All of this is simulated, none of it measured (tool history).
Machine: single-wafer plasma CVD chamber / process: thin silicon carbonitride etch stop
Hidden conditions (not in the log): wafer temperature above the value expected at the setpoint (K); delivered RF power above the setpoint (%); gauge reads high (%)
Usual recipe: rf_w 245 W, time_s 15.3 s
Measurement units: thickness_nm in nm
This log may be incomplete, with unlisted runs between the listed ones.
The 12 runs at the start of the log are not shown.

run      day  rf_w  time_s  wafers since the last listed run  hours since the last thermocouple change  hours since the last RF generator calibration  hours since the showerhead was replaced  hours since the gauge calibration  read-back reference wafer on the same gauge, thickness_nm  thickness_nm
 13   49.354   225    15.3                              5221                                     881.5                                         1821.3                                   6000.9                             2273.6                                                      8.687         8.616
      49.767  -- showerhead replaced
 14   52.562   245    15.3                              1587                                     958.5                                         1898.3                                     67.1                             2350.6                                                      8.686         8.941
 15   56.808   245    15.3                              2345                                    1060.4                                         2000.2                                      169                             2452.5                                                      8.666         8.942
 16   59.954   245    16.8                              1737                                    1135.9                                         2075.7                                    244.5                               2528                                                      8.656         9.676
 17   62.383   245    15.3                              1341                                    1194.2                                           2134                                    302.8                             2586.3                                                      8.654         8.828
      65.804  -- thermocouple changed; heater temperature recalibrated
 18   66.562   285    18.1                              2124                                      18.2                                         2234.3                                    403.1                             2686.6                                                      8.631         10.93
 19   68.338   245    17.2                               980                                      60.8                                         2276.9                                    445.7                             2729.2                                                      8.629         9.995
 20   70.871   245    15.3                              1399                                     121.6                                         2337.7                                    506.5                               2790                                                      8.615         8.896
 21   72.975   280    13.4                              1162                                     172.1                                         2388.2                                      557                             2840.5                                                      8.611         7.993
 22   77.446   245    18.1                              2469                                     279.4                                         2495.5                                    664.3                             2947.8                                                      8.593        10.395
      80.621  -- RF generator calibrated
 23   81.733   245    17.7                              2183                                     382.3                                           26.7                                    767.2                             3050.7                                                      8.569        10.093
 24   83.579   245    15.3                              1019                                     426.6                                             71                                    811.5                               3095                                                      8.569         8.801
          84  -- gauge calibrated
 25   88.017   285      18                              2450                                     533.1                                          177.5                                      918                               96.4                                                      8.836        11.101
 26   90.192   220    13.2                              1201                                     585.3                                          229.7                                    970.2                              148.6                                                      8.833         7.546
 27   91.929   215    16.1                               959                                       627                                          271.4                                   1011.9                              190.3                                                      8.837         9.149
 28   94.142   225    12.7                              1221                                     680.1                                          324.5                                     1065                              243.4                                                      8.833         7.328
 29  106.629   245    15.3                              6897                                     979.8                                          624.2                                   1364.7                              543.1                                                      8.834         9.015
 30  110.854   215    15.3                              2333                                    1081.2                                          725.6                                   1466.1                              644.5                                                      8.833         8.731

Below are 4 alternative next runs, each starting from the tool's condition after run 30. Predict each:
  A  110.871   245    15.3                                 9                                    1081.6                                            726                                   1466.5                              644.9                                                          ?             ?
  B  110.871   275    13.6                                 9                                    1081.6                                            726                                   1466.5                              644.9                                                          ?             ?
  C  110.871   220    14.5                                 9                                    1081.6                                            726                                   1466.5                              644.9                                                          ?             ?
  D  110.871   200    17.5                                 9                                    1081.6                                            726                                   1466.5                              644.9                                                          ?             ?

run  read-back reference wafer on the same gauge, thickness_nm  thickness_nm
  A                                                      8.823         9.065
  B                                                      8.823          8.33
  C                                                      8.823          8.33
  D                                                      8.823         9.784
Take away the tool's hidden state, keep each run's random variation, and the runs would have read:
run  thickness_nm
  A         9.061
  B         8.326
  C         8.326
  D          9.78
